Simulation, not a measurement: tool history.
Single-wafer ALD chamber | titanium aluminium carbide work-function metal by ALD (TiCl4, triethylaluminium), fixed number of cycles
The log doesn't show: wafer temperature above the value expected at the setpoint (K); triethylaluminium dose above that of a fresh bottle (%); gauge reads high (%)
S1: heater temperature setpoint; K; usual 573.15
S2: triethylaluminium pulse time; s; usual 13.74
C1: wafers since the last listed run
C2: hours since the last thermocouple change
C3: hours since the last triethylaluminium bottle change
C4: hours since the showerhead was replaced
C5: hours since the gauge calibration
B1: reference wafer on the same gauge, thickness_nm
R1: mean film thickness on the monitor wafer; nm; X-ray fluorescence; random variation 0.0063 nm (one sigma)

run 1 day=0 | S1=573.15 S2=13.74 | C1=0 C2=329.7 C3=918.9 C4=4945.1 C5=1875.9 | B1=2.269 | R1=2.175
run 2 day=2.412 | S1=569.15 S2=13.74 | C1=619 C2=387.6 C3=976.8 C4=5003 C5=1933.8 | B1=2.27 | R1=2.119
run 3 day=4.862 | S1=569.15 S2=13.74 | C1=628 C2=446.4 C3=1035.6 C4=5061.8 C5=1992.6 | B1=2.27 | R1=2.1
-- day=5.254 triethylaluminium bottle replaced
run 4 day=7.117 | S1=568.15 S2=10.21 | C1=493 C2=500.5 C3=44.7 C4=5115.9 C5=2046.7 | B1=2.27 | R1=2.161
run 5 day=9.638 | S1=568.15 S2=10.21 | C1=647 C2=561 C3=105.2 C4=5176.4 C5=2107.2 | B1=2.272 | R1=2.17
run 6 day=10.812 | S1=568.15 S2=10.21 | C1=301 C2=589.2 C3=133.4 C4=5204.6 C5=2135.4 | B1=2.27 | R1=2.168
run 7 day=13.679 | S1=561.15 S2=13.74 | C1=735 C2=658 C3=202.2 C4=5273.4 C5=2204.2 | B1=2.269 | R1=2.149
-- day=14.208 showerhead replaced
run 8 day=16.375 | S1=561.15 S2=13.74 | C1=606 C2=722.7 C3=266.9 C4=52 C5=2268.9 | B1=2.268 | R1=2.133
run 9 day=18.538 | S1=584.15 S2=10.25 | C1=555 C2=774.6 C3=318.8 C4=103.9 C5=2320.8 | B1=2.271 | R1=2.279
run 10 day=20.562 | S1=586.15 S2=10.05 | C1=519 C2=823.2 C3=367.4 C4=152.5 C5=2369.4 | B1=2.27 | R1=2.289
-- day=24.004 thermocouple changed; heater temperature recalibrated
run 11 day=28.658 | S1=573.15 S2=13.74 | C1=1992 C2=111.7 C3=561.7 C4=346.8 C5=2563.7 | B1=2.27 | R1=2.221
run 12 day=31 | S1=583.15 S2=16.99 | C1=601 C2=167.9 C3=617.9 C4=403 C5=2619.9 | B1=2.271 | R1=2.343
run 13 day=33.875 | S1=560.15 S2=19.18 | C1=738 C2=236.9 C3=686.9 C4=472 C5=2688.9 | B1=2.271 | R1=2.147
run 14 day=39.225 | S1=566.15 S2=9.48 | C1=1373 C2=365.3 C3=815.3 C4=600.4 C5=2817.3 | B1=2.269 | R1=2.028
-- day=39.575 gauge calibrated
run 15 day=41.492 | S1=559.15 S2=13.74 | C1=581 C2=419.7 C3=869.7 C4=654.8 C5=46 | B1=2.271 | R1=2.056
run 16 day=42.862 | S1=584.15 S2=8.72 | C1=351 C2=452.6 C3=902.6 C4=687.7 C5=78.9 | B1=2.269 | R1=2.098

Run 17 comes next. What will it give?
run 17 day=44.629 | S1=560.15 S2=18.68 | C1=453 C2=495 C3=945 C4=730.1 C5=121.3 | B1=? | R1=?

B1: 2.269
R1: 2.1 nm
Without the tool's hidden state the same run would have given R1 2.142 nm.
